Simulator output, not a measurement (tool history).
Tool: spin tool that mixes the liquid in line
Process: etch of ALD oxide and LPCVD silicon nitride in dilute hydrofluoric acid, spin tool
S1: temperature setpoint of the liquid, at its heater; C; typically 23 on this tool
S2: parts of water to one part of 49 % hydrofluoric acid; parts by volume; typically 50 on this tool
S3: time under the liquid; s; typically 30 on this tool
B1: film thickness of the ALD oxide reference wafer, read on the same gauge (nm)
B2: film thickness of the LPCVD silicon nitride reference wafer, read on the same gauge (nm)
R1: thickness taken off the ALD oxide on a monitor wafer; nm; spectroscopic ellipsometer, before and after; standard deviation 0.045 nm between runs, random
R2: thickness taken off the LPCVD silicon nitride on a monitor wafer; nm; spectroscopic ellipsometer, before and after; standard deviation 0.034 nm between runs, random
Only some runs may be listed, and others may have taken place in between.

run 1 hour=0 | S1=20 S2=50 S3=30 | B1=29.98 B2=90.002 | R1=9.23 R2=0.269
run 2 hour=17.5 | S1=23 S2=50 S3=30 | B1=29.98 B2=90.003 | R1=10.56 R2=0.346
run 3 hour=30.2 | S1=23 S2=50 S3=30 | B1=30 B2=90.012 | R1=10.58 R2=0.323
run 4 hour=43.2 | S1=23 S2=50 S3=30 | B1=30 B2=89.984 | R1=10.52 R2=0.354
run 5 hour=59.7 | S1=23 S2=50 S3=30 | B1=29.99 B2=90.014 | R1=10.51 R2=0.338
-- hour=75.9 gauge calibrated
run 6 hour=77.1 | S1=23 S2=50 S3=30 | B1=30 B2=90.029 | R1=10.52 R2=0.375
run 7 hour=87.3 | S1=23 S2=50 S3=30 | B1=30 B2=89.993 | R1=10.55 R2=0.382
run 8 hour=100.7 | S1=23 S2=50 S3=30 | B1=30.03 B2=89.988 | R1=10.54 R2=0.245
-- hour=108.8 hydrofluoric acid flow meter replaced
run 9 hour=109.3 | S1=19 S2=50 S3=30 | B1=29.99 B2=90.031 | R1=8.55 R2=0.242
run 10 hour=119.3 | S1=19 S2=50 S3=30 | B1=30.03 B2=89.977 | R1=8.62 R2=0.207
run 11 hour=126.9 | S1=23 S2=50 S3=30 | B1=29.96 B2=90.021 | R1=10.1 R2=0.316
run 12 hour=137.7 | S1=23 S2=50 S3=30 | B1=30.01 B2=89.984 | R1=10.16 R2=0.301
run 13 hour=145 | S1=23 S2=50 S3=30 | B1=30.03 B2=90.039 | R1=10.19 R2=0.302
run 14 hour=151.1 | S1=23 S2=50 S3=40 | B1=30.01 B2=90.01 | R1=13.5 R2=0.431
run 15 hour=166.5 | S1=20.5 S2=25 S3=35 | B1=29.97 B2=89.997 | R1=22.03 R2=0.556
run 16 hour=180.4 | S1=23 S2=50 S3=35 | B1=29.99 B2=89.987 | R1=11.84 R2=0.425
-- hour=182.1 hydrofluoric acid flow meter replaced, repeated, since the last time left the tool worse
run 17 hour=196 | S1=20.5 S2=25 S3=35 | B1=30 B2=90.018 | R1=23.95 R2=0.598
-- hour=208.1 thermometer replaced
run 18 hour=210.2 | S1=21.5 S2=30 S3=40 | B1=29.98 B2=90.024 | R1=23.76 R2=0.668
run 19 hour=228.2 | S1=23 S2=50 S3=30 | B1=30 B2=89.997 | R1=11.11 R2=0.315
run 20 hour=242.7 | S1=27 S2=30 S3=30 | B1=30.01 B2=89.97 | R1=22.37 R2=0.727
run 21 hour=255.9 | S1=21 S2=65 S3=15 | B1=30.01 B2=90.013 | R1=3.83 R2=0.095
-- hour=263.8 gauge calibrated
run 22 hour=270.4 | S1=18.5 S2=25 S3=40 | B1=30.02 B2=90.042 | R1=25.07 R2=0.614
run 23 hour=276.6 | S1=19 S2=70 S3=45 | B1=30 B2=89.947 | R1=9.79 R2=0.26
run 24 hour=283.9 | S1=23 S2=50 S3=30 | B1=29.99 B2=89.984 | R1=11.12 R2=0.327
run 25 hour=295.9 | S1=24.5 S2=55 S3=30 | B1=29.99 B2=89.961 | R1=10.6 R2=0.323

What if the next run were any one of these 5? Each begins from the tool's condition after run 25:
run A hour=296.3 | S1=23 S2=50 S3=30 | B1=? B2=? | R1=? R2=?
run B hour=296.3 | S1=21 S2=60 S3=30 | B1=? B2=? | R1=? R2=?
run C hour=296.3 | S1=19.5 S2=50 S3=25 | B1=? B2=? | R1=? R2=?
run D hour=296.3 | S1=20.5 S2=30 S3=20 | B1=? B2=? | R1=? R2=?
run E hour=296.3 | S1=19.5 S2=70 S3=20 | B1=? B2=? | R1=? R2=?

run=A B1=29.99 B2=89.998 R1=10.97 R2=0.353
run=B B1=29.99 B2=89.998 R1=8.31 R2=0.257
run=C B1=29.99 B2=89.998 R1=7.89 R2=0.231
run=D B1=29.99 B2=89.998 R1=11.26 R2=0.325
run=E B1=29.99 B2=89.998 R1=4.41 R2=0.133
With the hidden condition removed and each run's random variation left untouched, the same runs would have given:
run=A R1=11.05 R2=0.355
run=B R1=8.37 R2=0.259
run=C R1=7.95 R2=0.232
run=D R1=11.33 R2=0.327
run=E R1=4.44 R2=0.134
